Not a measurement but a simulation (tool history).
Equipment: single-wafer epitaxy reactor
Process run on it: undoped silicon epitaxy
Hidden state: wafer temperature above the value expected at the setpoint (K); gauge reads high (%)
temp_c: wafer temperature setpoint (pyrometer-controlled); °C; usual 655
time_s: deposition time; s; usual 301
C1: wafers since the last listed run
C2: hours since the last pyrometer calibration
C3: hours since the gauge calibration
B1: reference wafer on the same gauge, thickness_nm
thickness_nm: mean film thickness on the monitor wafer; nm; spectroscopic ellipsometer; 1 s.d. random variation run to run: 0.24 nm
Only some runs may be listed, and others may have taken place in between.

{"run": 1, "hour": 0.0, "temp_c": 655, "time_s": 301, "C1": 0, "C2": 2395, "C3": 90.7, "B1": 66.127, "thickness_nm": 54.432}
{"run": 2, "hour": 8.6, "temp_c": 655, "time_s": 301, "C1": 61, "C2": 2403.6, "C3": 99.3, "B1": 66.236, "thickness_nm": 54.225}
{"run": 3, "hour": 25.7, "temp_c": 649, "time_s": 301, "C1": 121, "C2": 2420.7, "C3": 116.4, "B1": 66.154, "thickness_nm": 47.712}
{"run": 4, "hour": 38.0, "temp_c": 649, "time_s": 301, "C1": 87, "C2": 2433, "C3": 128.7, "B1": 66.158, "thickness_nm": 47.461}
{"run": 5, "hour": 45.8, "temp_c": 649, "time_s": 301, "C1": 55, "C2": 2440.8, "C3": 136.5, "B1": 66.151, "thickness_nm": 47.498}
{"run": 6, "hour": 99.0, "temp_c": 655, "time_s": 301, "C1": 379, "C2": 2494, "C3": 189.7, "B1": 66.211, "thickness_nm": 54.085}
{"hour": 100.3, "done": "gauge calibrated"}
{"run": 7, "hour": 111.6, "temp_c": 655, "time_s": 301, "C1": 89, "C2": 2506.6, "C3": 11.3, "B1": 66.246, "thickness_nm": 54.227}
{"run": 8, "hour": 123.3, "temp_c": 655, "time_s": 301, "C1": 83, "C2": 2518.3, "C3": 23, "B1": 66.202, "thickness_nm": 54.13}
{"run": 9, "hour": 136.5, "temp_c": 667, "time_s": 301, "C1": 94, "C2": 2531.5, "C3": 36.2, "B1": 66.149, "thickness_nm": 69.825}
{"run": 10, "hour": 144.2, "temp_c": 667, "time_s": 301, "C1": 54, "C2": 2539.2, "C3": 43.9, "B1": 66.323, "thickness_nm": 70.097}
{"run": 11, "hour": 165.7, "temp_c": 655, "time_s": 301, "C1": 153, "C2": 2560.7, "C3": 65.4, "B1": 66.12, "thickness_nm": 53.928}
{"run": 12, "hour": 178.1, "temp_c": 655, "time_s": 301, "C1": 88, "C2": 2573.1, "C3": 77.8, "B1": 66.283, "thickness_nm": 54.097}
{"run": 13, "hour": 191.2, "temp_c": 648, "time_s": 301, "C1": 93, "C2": 2586.2, "C3": 90.9, "B1": 66.148, "thickness_nm": 46.513}
{"run": 14, "hour": 200.4, "temp_c": 648, "time_s": 301, "C1": 65, "C2": 2595.4, "C3": 100.1, "B1": 66.281, "thickness_nm": 46.557}
{"run": 15, "hour": 208.1, "temp_c": 648, "time_s": 301, "C1": 54, "C2": 2603.1, "C3": 107.8, "B1": 66.333, "thickness_nm": 46.381}
{"run": 16, "hour": 221.6, "temp_c": 640, "time_s": 248, "C1": 96, "C2": 2616.6, "C3": 121.3, "B1": 66.116, "thickness_nm": 32.065}
{"run": 17, "hour": 230.5, "temp_c": 647, "time_s": 301, "C1": 63, "C2": 2625.5, "C3": 130.2, "B1": 66.165, "thickness_nm": 45.383}
{"run": 18, "hour": 241.3, "temp_c": 649, "time_s": 301, "C1": 77, "C2": 2636.3, "C3": 141, "B1": 66.276, "thickness_nm": 47.507}
{"run": 19, "hour": 247.9, "temp_c": 660, "time_s": 342, "C1": 47, "C2": 2642.9, "C3": 147.6, "B1": 66.344, "thickness_nm": 68.342}
{"hour": 256.8, "done": "pyrometer calibrated"}
{"run": 20, "hour": 264.1, "temp_c": 655, "time_s": 336, "C1": 58, "C2": 7.3, "C3": 163.8, "B1": 66.15, "thickness_nm": 70.016}
{"run": 21, "hour": 270.3, "temp_c": 655, "time_s": 301, "C1": 44, "C2": 13.5, "C3": 170, "B1": 66.218, "thickness_nm": 62.96}
{"hour": 277.4, "done": "gauge calibrated"}
{"run": 22, "hour": 286.8, "temp_c": 655, "time_s": 343, "C1": 117, "C2": 30, "C3": 9.4, "B1": 66.245, "thickness_nm": 71.535}
{"run": 23, "hour": 300.6, "temp_c": 649, "time_s": 344, "C1": 98, "C2": 43.8, "C3": 23.2, "B1": 66.236, "thickness_nm": 62.703}
{"run": 24, "hour": 315.4, "temp_c": 647, "time_s": 245, "C1": 105, "C2": 58.6, "C3": 38, "B1": 66.131, "thickness_nm": 42.584}
{"run": 25, "hour": 327.4, "temp_c": 668, "time_s": 301, "C1": 85, "C2": 70.6, "C3": 50, "B1": 66.165, "thickness_nm": 81.683}
{"run": 26, "hour": 339.0, "temp_c": 665, "time_s": 301, "C1": 82, "C2": 82.2, "C3": 61.6, "B1": 66.245, "thickness_nm": 76.652}
{"run": 27, "hour": 352.7, "temp_c": 655, "time_s": 301, "C1": 97, "C2": 95.9, "C3": 75.3, "B1": 66.188, "thickness_nm": 61.959}
{"run": 28, "hour": 360.6, "temp_c": 646, "time_s": 322, "C1": 56, "C2": 103.8, "C3": 83.2, "B1": 66.243, "thickness_nm": 54.892}
{"run": 29, "hour": 372.3, "temp_c": 669, "time_s": 251, "C1": 83, "C2": 115.5, "C3": 94.9, "B1": 66.179, "thickness_nm": 69.312}
{"run": 30, "hour": 388.0, "temp_c": 665, "time_s": 283, "C1": 111, "C2": 131.2, "C3": 110.6, "B1": 66.184, "thickness_nm": 71.38}
{"run": 31, "hour": 401.0, "temp_c": 664, "time_s": 248, "C1": 92, "C2": 144.2, "C3": 123.6, "B1": 66.187, "thickness_nm": 61.463}

Measured less the same run without the tool's hidden state. The same run-to-run variation is in both; the gauge's scatter may not be:
run=1 thickness_nm=-8.765
run=2 thickness_nm=-8.737
run=3 thickness_nm=-7.804
run=4 thickness_nm=-7.771
run=5 thickness_nm=-7.782
run=6 thickness_nm=-8.771
run=7 thickness_nm=-8.802
run=8 thickness_nm=-8.793
run=9 thickness_nm=-11.045
run=10 thickness_nm=-11.094
run=11 thickness_nm=-8.785
run=12 thickness_nm=-8.818
run=13 thickness_nm=-7.712
run=14 thickness_nm=-7.724
run=15 thickness_nm=-7.698
run=16 thickness_nm=-5.427
run=17 thickness_nm=-7.561
run=18 thickness_nm=-7.883
run=19 thickness_nm=-11.06
run=20 thickness_nm=-0.279
run=21 thickness_nm=-0.308
run=22 thickness_nm=-0.523
run=23 thickness_nm=-0.591
run=24 thickness_nm=-0.495
run=25 thickness_nm=-1.041
run=26 thickness_nm=-1.103
run=27 thickness_nm=-1.028
run=28 thickness_nm=-0.988
run=29 thickness_nm=-1.294
run=30 thickness_nm=-1.49
run=31 thickness_nm=-1.387
